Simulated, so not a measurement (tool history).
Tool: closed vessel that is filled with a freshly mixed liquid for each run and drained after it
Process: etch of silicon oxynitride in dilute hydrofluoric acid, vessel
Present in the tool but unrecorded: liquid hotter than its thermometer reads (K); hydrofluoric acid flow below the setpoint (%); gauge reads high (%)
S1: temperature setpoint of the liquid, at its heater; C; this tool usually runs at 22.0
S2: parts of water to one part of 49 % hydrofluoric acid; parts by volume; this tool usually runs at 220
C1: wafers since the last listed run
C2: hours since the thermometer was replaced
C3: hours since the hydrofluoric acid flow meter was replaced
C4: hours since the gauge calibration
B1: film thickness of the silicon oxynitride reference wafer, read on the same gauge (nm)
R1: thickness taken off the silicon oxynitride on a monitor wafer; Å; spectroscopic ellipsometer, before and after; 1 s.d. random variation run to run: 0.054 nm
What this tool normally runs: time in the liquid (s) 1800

Run 1, day 0.000: usual settings; C1 0; C2 652.7; C3 794.3; C4 356.0; B1 99.13. Result: R1 111.4 Å.
Run 2, day 4.417: usual settings; C1 2559; C2 758.7; C3 900.3; C4 462.0; B1 98.66. Result: R1 111.4 Å.
At day 5.150: thermometer replaced.
Run 3, day 6.133: usual settings; C1 970; C2 23.6; C3 941.5; C4 503.2; B1 98.45. Result: R1 111.5 Å.
Run 4, day 10.279: usual settings; C1 2402; C2 123.1; C3 1041.0; C4 602.7; B1 97.89. Result: R1 111.6 Å.
Run 5, day 12.029: usual settings; C1 1014; C2 165.1; C3 1083.0; C4 644.7; B1 97.58. Result: R1 110.1 Å.
At day 12.192: gauge calibrated.
Run 6, day 13.783: usual settings but time in the liquid (s) 1075; C1 1016; C2 207.2; C3 1125.1; C4 38.2; B1 99.75. Result: R1 67.3 Å.
Run 7, day 17.983: usual settings but time in the liquid (s) 1075; C1 2434; C2 308.0; C3 1225.9; C4 139.0; B1 99.64. Result: R1 67.1 Å.
Run 8, day 20.996: usual settings but S1 19.0 C; C1 1745; C2 380.3; C3 1298.2; C4 211.3; B1 99.47. Result: R1 98.2 Å.
Run 9, day 24.004: usual settings but S2 185 parts by volume, time in the liquid (s) 1565; C1 1743; C2 452.5; C3 1370.4; C4 283.5; B1 99.29. Result: R1 119.3 Å.
Run 10, day 26.342: usual settings but S2 260 parts by volume; C1 1354; C2 508.6; C3 1426.5; C4 339.6; B1 99.11. Result: R1 92.3 Å.
At day 27.917: hydrofluoric acid flow meter replaced.
Run 11, day 28.754: usual settings but S1 18.0 C, time in the liquid (s) 2285; C1 1373; C2 566.5; C3 20.1; C4 397.5; B1 98.90. Result: R1 117.9 Å.
Run 12, day 30.642: usual settings but S2 260 parts by volume; C1 1093; C2 611.8; C3 65.4; C4 442.8; B1 98.74. Result: R1 92.3 Å.
Run 13, day 32.375: usual settings but S1 24.5 C, time in the liquid (s) 1490; C1 1004; C2 653.4; C3 107.0; C4 484.4; B1 98.48. Result: R1 103.1 Å.
Run 14, day 36.296: usual settings but time in the liquid (s) 880; C1 2272; C2 747.5; C3 201.1; C4 578.5; B1 97.96. Result: R1 54.3 Å.
Run 15, day 40.496: usual settings but S2 260 parts by volume; C1 2434; C2 848.3; C3 301.9; C4 679.3; B1 97.28. Result: R1 90.9 Å.
Run 16, day 42.592: usual settings but S1 18.5 C; C1 1214; C2 898.6; C3 352.2; C4 729.6; B1 96.93. Result: R1 93.6 Å.
At day 44.175: thermometer replaced.
At day 45.162: gauge calibrated.
Run 17, day 45.962: usual settings but S1 17.5 C, S2 295 parts by volume; C1 1929; C2 42.9; C3 433.1; C4 19.2; B1 99.96. Result: R1 65.7 Å.
Run 18, day 52.679: usual settings but time in the liquid (s) 1255; C1 3892; C2 204.1; C3 594.3; C4 180.4; B1 99.79. Result: R1 79.1 Å.
Run 19, day 54.333: usual settings but S2 295 parts by volume, time in the liquid (s) 2130; C1 958; C2 243.8; C3 634.0; C4 220.1; B1 99.73. Result: R1 94.9 Å.
Run 20, day 56.575: usual settings; C1 1299; C2 297.6; C3 687.8; C4 273.9; B1 99.54. Result: R1 114.2 Å.

3 ways to go on from here, each from the tool as it stands after run 20. What would each give?
Run A, day 56.625: usual settings; C1 28; C2 298.8; C3 689.0; C4 275.1; B1 ?. Result: R1 ?.
Run B, day 56.625: usual settings but S2 300 parts by volume; C1 28; C2 298.8; C3 689.0; C4 275.1; B1 ?. Result: R1 ?.
Run C, day 56.625: usual settings but S1 27.0 C, time in the liquid (s) 1365; C1 28; C2 298.8; C3 689.0; C4 275.1; B1 ?. Result: R1 ?.

run     B1     R1
  A  99.55  114.3
  B  99.55   79.5
  C  99.55  107.9
Take away the tool's hidden state, keep each run's random variation, and the runs would have read:
run     R1
  A  114.8
  B   79.8
  C  108.4
